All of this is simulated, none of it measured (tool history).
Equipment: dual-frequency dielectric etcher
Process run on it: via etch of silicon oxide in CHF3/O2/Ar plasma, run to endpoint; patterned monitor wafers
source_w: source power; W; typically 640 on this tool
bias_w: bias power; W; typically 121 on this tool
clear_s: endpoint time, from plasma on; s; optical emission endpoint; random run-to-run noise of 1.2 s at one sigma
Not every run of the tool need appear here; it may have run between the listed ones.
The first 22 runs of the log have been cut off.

run	day	source_w	bias_w	incoming incoming film thickness, nm	clear_s
23	43.171	730	139	691.5	343
24	45.504	560	111	690.2	408.5
25	46.708	560	132	697.1	384.4
# day 48.75: source power generator calibrated
26	52.821	490	93	699.5	460.4
# day 53.838: wet clean of the chamber
27	55.671	550	91	702.4	450
28	58.504	510	146	699.9	384
29	61.483	640	121	698.4	382.9
30	63.058	640	121	700	384.9
31	65.462	640	121	694.7	380.1
32	67.762	780	121	692	356.4
33	69.733	500	110	690.7	422.4
# day 72.317: wet clean of the chamber
34	72.338	500	121	696.1	414.3
35	73.821	550	101	695.8	428.1
36	75.725	640	121	698.1	381.8

Predict each of these 3 candidate next runs independently; none follows another, all start after run 36:
A	75.746	640	137	692.3	?
B	75.746	490	96	692.3	?
C	75.746	710	144	692.3	?

run	clear_s
A	363.7
B	452.9
C	344.9
With the hidden condition removed and each run's random variation left untouched, the same runs would have given:
run	clear_s
A	363.7
B	452.9
C	344.9

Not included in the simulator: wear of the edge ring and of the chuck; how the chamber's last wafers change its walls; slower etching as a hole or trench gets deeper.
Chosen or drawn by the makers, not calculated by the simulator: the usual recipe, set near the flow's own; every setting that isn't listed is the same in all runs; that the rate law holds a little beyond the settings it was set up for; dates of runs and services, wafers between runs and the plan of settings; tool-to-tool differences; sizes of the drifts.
